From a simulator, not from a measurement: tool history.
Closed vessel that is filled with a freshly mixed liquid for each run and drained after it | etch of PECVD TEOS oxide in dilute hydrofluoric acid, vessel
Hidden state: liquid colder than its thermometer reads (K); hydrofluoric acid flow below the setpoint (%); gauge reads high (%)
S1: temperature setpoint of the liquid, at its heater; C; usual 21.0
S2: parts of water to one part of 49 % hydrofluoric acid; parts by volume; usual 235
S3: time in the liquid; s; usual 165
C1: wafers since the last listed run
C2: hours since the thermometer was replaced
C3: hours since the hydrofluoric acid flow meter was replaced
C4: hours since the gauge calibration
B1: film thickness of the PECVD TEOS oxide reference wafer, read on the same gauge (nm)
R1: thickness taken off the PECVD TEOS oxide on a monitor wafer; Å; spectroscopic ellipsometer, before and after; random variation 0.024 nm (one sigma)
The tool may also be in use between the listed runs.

Run 1, hour 0.0: usual settings but S2 185 parts by volume, S3 135 s; C1 0; C2 302.7; C3 388.2; C4 748.0; B1 60.02. Result: R1 80.4 Å.
Run 2, hour 106.2: usual settings but S1 19.5 C; C1 10257; C2 408.9; C3 494.4; C4 854.2; B1 59.99. Result: R1 69.1 Å.
Run 3, hour 149.0: usual settings but S1 19.5 C; C1 4134; C2 451.7; C3 537.2; C4 897.0; B1 59.99. Result: R1 69.6 Å.
Run 4, hour 241.9: usual settings but S1 19.5 C; C1 8973; C2 544.6; C3 630.1; C4 989.9; B1 60.01. Result: R1 69.7 Å.
Run 5, hour 300.1: usual settings but S3 200 s; C1 5621; C2 602.8; C3 688.3; C4 1048.1; B1 60.00. Result: R1 88.6 Å.
Run 6, hour 407.3: usual settings but S3 200 s; C1 10354; C2 710.0; C3 795.5; C4 1155.3; B1 59.98. Result: R1 88.2 Å.
At hour 436.0: gauge calibrated.
Run 7, hour 450.1: usual settings but S3 200 s; C1 4134; C2 752.8; C3 838.3; C4 14.1; B1 60.01. Result: R1 88.3 Å.
At hour 453.9: hydrofluoric acid flow meter replaced.
Run 8, hour 550.1: usual settings; C1 9562; C2 852.8; C3 96.2; C4 114.1; B1 59.98. Result: R1 75.1 Å.
Run 9, hour 604.9: usual settings; C1 5293; C2 907.6; C3 151.0; C4 168.9; B1 60.01. Result: R1 74.5 Å.
Run 10, hour 656.3: usual settings but S1 19.0 C, S2 120 parts by volume, S3 240 s; C1 4964; C2 959.0; C3 202.4; C4 220.3; B1 60.00. Result: R1 221.7 Å.
Run 11, hour 762.5: usual settings but S2 150 parts by volume, S3 115 s; C1 10257; C2 1065.2; C3 308.6; C4 326.5; B1 60.00. Result: R1 88.8 Å.
Run 12, hour 834.5: usual settings but S1 17.5 C, S2 175 parts by volume, S3 255 s; C1 6954; C2 1137.2; C3 380.6; C4 398.5; B1 59.98. Result: R1 142.1 Å.
Run 13, hour 930.1: usual settings but S1 17.0 C, S2 295 parts by volume, S3 220 s; C1 9233; C2 1232.8; C3 476.2; C4 494.1; B1 60.00. Result: R1 63.9 Å.
At hour 1027.9: thermometer replaced.
Run 14, hour 1029.9: usual settings; C1 9542; C2 2.0; C3 576.0; C4 593.9; B1 59.97. Result: R1 73.3 Å.
Run 15, hour 1104.0: usual settings but S1 22.5 C; C1 7157; C2 76.1; C3 650.1; C4 668.0; B1 60.01. Result: R1 77.3 Å.
Run 16, hour 1196.8: usual settings but S1 19.0 C, S2 345 parts by volume, S3 215 s; C1 8963; C2 168.9; C3 742.9; C4 760.8; B1 59.99. Result: R1 54.4 Å.
Run 17, hour 1242.6: usual settings but S2 150 parts by volume, S3 115 s; C1 4423; C2 214.7; C3 788.7; C4 806.6; B1 60.00. Result: R1 87.2 Å.
Run 18, hour 1306.4: usual settings but S1 23.5 C, S3 190 s; C1 6162; C2 278.5; C3 852.5; C4 870.4; B1 60.01. Result: R1 91.9 Å.
Run 19, hour 1356.3: usual settings but S1 17.0 C; C1 4819; C2 328.4; C3 902.4; C4 920.3; B1 60.02. Result: R1 62.6 Å.

Measured less the same run without the tool's hidden state. The same run-to-run variation is in both; the gauge's scatter may not be:
run    R1
  1  -1.3
  2  -1.5
  3  -1.6
  4  -1.8
  5  -2.5
  6  -2.8
  7  -3.0
  8  -0.4
  9  -0.6
 10  -2.0
 11  -1.1
 12  -2.2
 13  -1.2
 14  -1.7
 15  -2.0
 16  -1.7
 17  -2.6
 18  -3.1
 19  -2.2
